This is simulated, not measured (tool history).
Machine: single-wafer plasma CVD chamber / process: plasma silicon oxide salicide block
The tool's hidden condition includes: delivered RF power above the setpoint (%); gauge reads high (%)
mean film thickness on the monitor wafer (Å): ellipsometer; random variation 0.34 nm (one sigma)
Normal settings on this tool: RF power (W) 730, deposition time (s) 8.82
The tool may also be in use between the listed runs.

| run | day | RF power (W) | deposition time (s) | wafers since the last listed run | hours since the last RF generator calibration | hours since the showerhead was replaced | hours since the gauge calibration | read-back reference wafer on the same gauge, thickness_nm | mean film thickness on the monitor wafer (Å) |
|---|---|---|---|---|---|---|---|---|---|
| 1 | 0.000 | 730 | 8.82 | 0 | 562.7 | 5427.1 | 469.2 | 88.308 | 940.93 |
|  | 0.217 | gauge calibrated |
| 2 | 1.217 | 730 | 8.82 | 929 | 591.9 | 5456.3 | 24.0 | 88.464 | 933.23 |
| 3 | 2.429 | 730 | 8.82 | 926 | 621.0 | 5485.4 | 53.1 | 88.443 | 939.48 |
| 4 | 3.008 | 730 | 8.82 | 442 | 634.9 | 5499.3 | 67.0 | 88.396 | 942.27 |
| 5 | 4.158 | 730 | 8.82 | 878 | 662.5 | 5526.9 | 94.6 | 88.356 | 936.72 |
| 6 | 4.979 | 650 | 8.82 | 627 | 682.2 | 5546.6 | 114.3 | 88.463 | 901.42 |
| 7 | 5.725 | 650 | 8.82 | 570 | 700.1 | 5564.5 | 132.2 | 88.427 | 901.98 |
| 8 | 6.733 | 650 | 8.82 | 770 | 724.3 | 5588.7 | 156.4 | 88.324 | 896.10 |
| 9 | 8.092 | 730 | 8.82 | 1038 | 756.9 | 5621.3 | 189.0 | 88.386 | 937.18 |
| 10 | 9.071 | 730 | 8.82 | 748 | 780.4 | 5644.8 | 212.5 | 88.403 | 935.86 |
| 11 | 10.046 | 830 | 8.82 | 745 | 803.8 | 5668.2 | 235.9 | 88.443 | 973.28 |
| 12 | 11.275 | 830 | 8.82 | 939 | 833.3 | 5697.7 | 265.4 | 88.351 | 970.75 |
| 13 | 12.588 | 625 | 8.82 | 1003 | 864.8 | 5729.2 | 296.9 | 88.356 | 882.37 |
| 14 | 13.142 | 785 | 8.82 | 423 | 878.1 | 5742.5 | 310.2 | 88.383 | 951.97 |
| 15 | 13.879 | 790 | 8.21 | 563 | 895.8 | 5760.2 | 327.9 | 88.398 | 887.45 |
|  | 16.842 | showerhead replaced |
| 16 | 17.779 | 765 | 8.06 | 2726 | 989.4 | 22.5 | 421.5 | 88.333 | 857.05 |
| 17 | 18.762 | 615 | 8.10 | 751 | 1013.0 | 46.1 | 445.1 | 88.400 | 802.68 |
|  | 19.421 | RF generator calibrated |
| 18 | 19.442 | 815 | 8.82 | 264 | 0.5 | 62.4 | 461.4 | 88.411 | 980.10 |
| 19 | 20.512 | 770 | 7.72 | 818 | 26.2 | 88.1 | 487.1 | 88.405 | 846.47 |
|  | 20.562 | gauge calibrated |
| 20 | 21.671 | 615 | 8.10 | 885 | 54.0 | 115.9 | 26.6 | 88.385 | 819.93 |
| 21 | 22.508 | 660 | 9.57 | 640 | 74.1 | 136.0 | 46.7 | 88.432 | 995.47 |
| 22 | 23.892 | 730 | 9.55 | 1057 | 107.3 | 169.2 | 79.9 | 88.424 | 1024.90 |
| 23 | 25.021 | 820 | 7.38 | 863 | 134.4 | 196.3 | 107.0 | 88.409 | 822.18 |
| 24 | 26.133 | 730 | 8.82 | 850 | 161.1 | 223.0 | 133.7 | 88.436 | 945.13 |
| 25 | 27.233 | 730 | 9.49 | 840 | 187.5 | 249.4 | 160.1 | 88.365 | 1021.82 |
| 26 | 27.883 | 730 | 8.82 | 496 | 203.1 | 265.0 | 175.7 | 88.364 | 950.23 |
| 27 | 28.450 | 730 | 10.53 | 433 | 216.7 | 278.6 | 189.3 | 88.333 | 1129.72 |

Here are 5 independent what-if runs from the current tool condition. What would each one return?
| A | 28.467 | 730 | 8.82 | 12 | 217.1 | 279.0 | 189.7 | ? | ? |
| B | 28.467 | 730 | 8.08 | 12 | 217.1 | 279.0 | 189.7 | ? | ? |
| C | 28.467 | 815 | 7.09 | 12 | 217.1 | 279.0 | 189.7 | ? | ? |
| D | 28.467 | 635 | 8.05 | 12 | 217.1 | 279.0 | 189.7 | ? | ? |
| E | 28.467 | 730 | 9.42 | 12 | 217.1 | 279.0 | 189.7 | ? | ? |

| run | read-back reference wafer on the same gauge, thickness_nm | mean film thickness on the monitor wafer (Å) |
|---|---|---|
| A | 88.446 | 945.25 |
| B | 88.446 | 865.95 |
| C | 88.446 | 787.44 |
| D | 88.446 | 824.25 |
| E | 88.446 | 1009.56 |
Take away the tool's hidden state, keep each run's random variation, and the runs would have read:
| run | mean film thickness on the monitor wafer (Å) |
|---|---|
| A | 950.79 |
| B | 871.02 |
| C | 792.05 |
| D | 829.08 |
| E | 1015.47 |

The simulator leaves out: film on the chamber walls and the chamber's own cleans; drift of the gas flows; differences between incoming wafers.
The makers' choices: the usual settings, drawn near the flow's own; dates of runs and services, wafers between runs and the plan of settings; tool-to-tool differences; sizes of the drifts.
